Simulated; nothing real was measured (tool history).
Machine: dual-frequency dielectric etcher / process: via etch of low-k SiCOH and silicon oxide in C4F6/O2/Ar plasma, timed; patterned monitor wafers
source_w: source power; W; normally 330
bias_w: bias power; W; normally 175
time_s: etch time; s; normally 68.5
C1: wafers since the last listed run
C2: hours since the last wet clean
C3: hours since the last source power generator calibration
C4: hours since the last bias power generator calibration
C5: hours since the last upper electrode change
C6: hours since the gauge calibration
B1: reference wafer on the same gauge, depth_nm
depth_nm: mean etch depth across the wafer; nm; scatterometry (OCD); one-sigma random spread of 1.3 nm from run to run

run 1 hour=0.0 | source_w=330 bias_w=201 time_s=68.5 | C1=0 C2=255.6 C3=1998.5 C4=1281.1 C5=4220.4 C6=547.7 | B1=208.2 | depth_nm=189.1
run 2 hour=23.3 | source_w=330 bias_w=201 time_s=68.5 | C1=202 C2=278.9 C3=2021.8 C4=1304.4 C5=4243.7 C6=571.0 | B1=208.1 | depth_nm=187.5
run 3 hour=37.8 | source_w=330 bias_w=175 time_s=68.5 | C1=125 C2=293.4 C3=2036.3 C4=1318.9 C5=4258.2 C6=585.5 | B1=208.0 | depth_nm=180.7
-- hour=63.1 wet clean of the chamber
run 4 hour=63.6 | source_w=330 bias_w=175 time_s=68.5 | C1=15 C2=0.5 C3=2062.1 C4=1344.7 C5=4284.0 C6=611.3 | B1=207.8 | depth_nm=186.7
run 5 hour=74.7 | source_w=330 bias_w=175 time_s=68.5 | C1=96 C2=11.6 C3=2073.2 C4=1355.8 C5=4295.1 C6=622.4 | B1=208.2 | depth_nm=188.4
run 6 hour=102.4 | source_w=330 bias_w=175 time_s=68.5 | C1=240 C2=39.3 C3=2100.9 C4=1383.5 C5=4322.8 C6=650.1 | B1=208.1 | depth_nm=187.4
run 7 hour=126.2 | source_w=330 bias_w=175 time_s=68.5 | C1=206 C2=63.1 C3=2124.7 C4=1407.3 C5=4346.6 C6=673.9 | B1=208.2 | depth_nm=184.8
run 8 hour=154.3 | source_w=330 bias_w=175 time_s=68.5 | C1=243 C2=91.2 C3=2152.8 C4=1435.4 C5=4374.7 C6=702.0 | B1=208.1 | depth_nm=186.9
run 9 hour=184.6 | source_w=330 bias_w=175 time_s=68.5 | C1=263 C2=121.5 C3=2183.1 C4=1465.7 C5=4405.0 C6=732.3 | B1=208.2 | depth_nm=187.9
run 10 hour=197.6 | source_w=330 bias_w=164 time_s=68.5 | C1=112 C2=134.5 C3=2196.1 C4=1478.7 C5=4418.0 C6=745.3 | B1=207.9 | depth_nm=184.7
run 11 hour=216.2 | source_w=330 bias_w=175 time_s=74.0 | C1=161 C2=153.1 C3=2214.7 C4=1497.3 C5=4436.6 C6=763.9 | B1=208.1 | depth_nm=196.8
run 12 hour=241.2 | source_w=330 bias_w=175 time_s=74.0 | C1=217 C2=178.1 C3=2239.7 C4=1522.3 C5=4461.6 C6=788.9 | B1=207.9 | depth_nm=201.6
run 13 hour=261.0 | source_w=330 bias_w=175 time_s=83.0 | C1=171 C2=197.9 C3=2259.5 C4=1542.1 C5=4481.4 C6=808.7 | B1=208.1 | depth_nm=221.1
-- hour=285.1 gauge calibrated
run 14 hour=288.5 | source_w=330 bias_w=175 time_s=68.5 | C1=238 C2=225.4 C3=2287.0 C4=1569.6 C5=4508.9 C6=3.4 | B1=207.9 | depth_nm=183.0
-- hour=299.6 bias power generator calibrated
run 15 hour=303.3 | source_w=330 bias_w=219 time_s=75.0 | C1=93 C2=240.2 C3=2301.8 C4=3.7 C5=4523.7 C6=18.2 | B1=207.8 | depth_nm=208.2
run 16 hour=318.5 | source_w=330 bias_w=175 time_s=53.0 | C1=131 C2=255.4 C3=2317.0 C4=18.9 C5=4538.9 C6=33.4 | B1=208.1 | depth_nm=141.3
run 17 hour=338.9 | source_w=330 bias_w=175 time_s=87.5 | C1=177 C2=275.8 C3=2337.4 C4=39.3 C5=4559.3 C6=53.8 | B1=207.9 | depth_nm=231.6
-- hour=343.1 source power generator calibrated
-- hour=365.7 upper electrode replaced
-- hour=382.1 wet clean of the chamber
run 18 hour=382.6 | source_w=290 bias_w=175 time_s=77.5 | C1=6 C2=0.5 C3=39.5 C4=83.0 C5=16.9 C6=97.5 | B1=208.1 | depth_nm=197.3
run 19 hour=394.1 | source_w=400 bias_w=212 time_s=57.0 | C1=99 C2=12.0 C3=51.0 C4=94.5 C5=28.4 C6=109.0 | B1=207.9 | depth_nm=180.6
run 20 hour=425.2 | source_w=330 bias_w=175 time_s=68.5 | C1=269 C2=43.1 C3=82.1 C4=125.6 C5=59.5 C6=140.1 | B1=207.5 | depth_nm=189.9
run 21 hour=457.6 | source_w=330 bias_w=199 time_s=75.5 | C1=281 C2=75.5 C3=114.5 C4=158.0 C5=91.9 C6=172.5 | B1=207.9 | depth_nm=210.9
run 22 hour=482.7 | source_w=290 bias_w=175 time_s=77.5 | C1=217 C2=100.6 C3=139.6 C4=183.1 C5=117.0 C6=197.6 | B1=207.7 | depth_nm=192.2
run 23 hour=505.3 | source_w=380 bias_w=198 time_s=80.0 | C1=196 C2=123.2 C3=162.2 C4=205.7 C5=139.6 C6=220.2 | B1=208.2 | depth_nm=242.3
run 24 hour=549.9 | source_w=330 bias_w=175 time_s=68.5 | C1=387 C2=167.8 C3=206.8 C4=250.3 C5=184.2 C6=264.8 | B1=207.9 | depth_nm=182.6
run 25 hour=564.2 | source_w=390 bias_w=207 time_s=79.0 | C1=124 C2=182.1 C3=221.1 C4=264.6 C5=198.5 C6=279.1 | B1=208.1 | depth_nm=238.1
run 26 hour=586.9 | source_w=330 bias_w=175 time_s=68.5 | C1=197 C2=204.8 C3=243.8 C4=287.3 C5=221.2 C6=301.8 | B1=207.8 | depth_nm=182.2
run 27 hour=612.5 | source_w=330 bias_w=175 time_s=68.5 | C1=222 C2=230.4 C3=269.4 C4=312.9 C5=246.8 C6=327.4 | B1=208.1 | depth_nm=182.6
run 28 hour=645.8 | source_w=330 bias_w=175 time_s=68.5 | C1=289 C2=263.7 C3=302.7 C4=346.2 C5=280.1 C6=360.7 | B1=208.1 | depth_nm=180.3
run 29 hour=670.9 | source_w=370 bias_w=198 time_s=56.5 | C1=217 C2=288.8 C3=327.8 C4=371.3 C5=305.2 C6=385.8 | B1=207.7 | depth_nm=163.0
-- hour=711.8 wet clean of the chamber
run 30 hour=712.3 | source_w=330 bias_w=175 time_s=79.0 | C1=151 C2=0.5 C3=369.2 C4=412.7 C5=346.6 C6=427.2 | B1=207.8 | depth_nm=217.9

Exercise: give the hidden state of the tool at every run:
source power that arrives over what is set, %: 0 in every run
bias power that arrives over what is set, %: 0 in every run
gauge reads high (%): 0 in every run
H1: etch rate over this chamber's usual, %
run=1 H1=-2.86
run=2 H1=-3.21
run=3 H1=-3.43
run=4 H1=0.637
run=5 H1=0.471
run=6 H1=0.0547
run=7 H1=-0.303
run=8 H1=-0.725
run=9 H1=-1.18
run=10 H1=-1.37
run=11 H1=-1.65
run=12 H1=-2.03
run=13 H1=-2.33
run=14 H1=-2.74
run=15 H1=-2.96
run=16 H1=-3.19
run=17 H1=-3.5
run=18 H1=0.186
run=19 H1=0.0129
run=20 H1=-0.454
run=21 H1=-0.941
run=22 H1=-1.32
run=23 H1=-1.66
run=24 H1=-2.33
run=25 H1=-2.54
run=26 H1=-2.88
run=27 H1=-3.27
run=28 H1=-3.77
run=29 H1=-4.14
run=30 H1=0.219
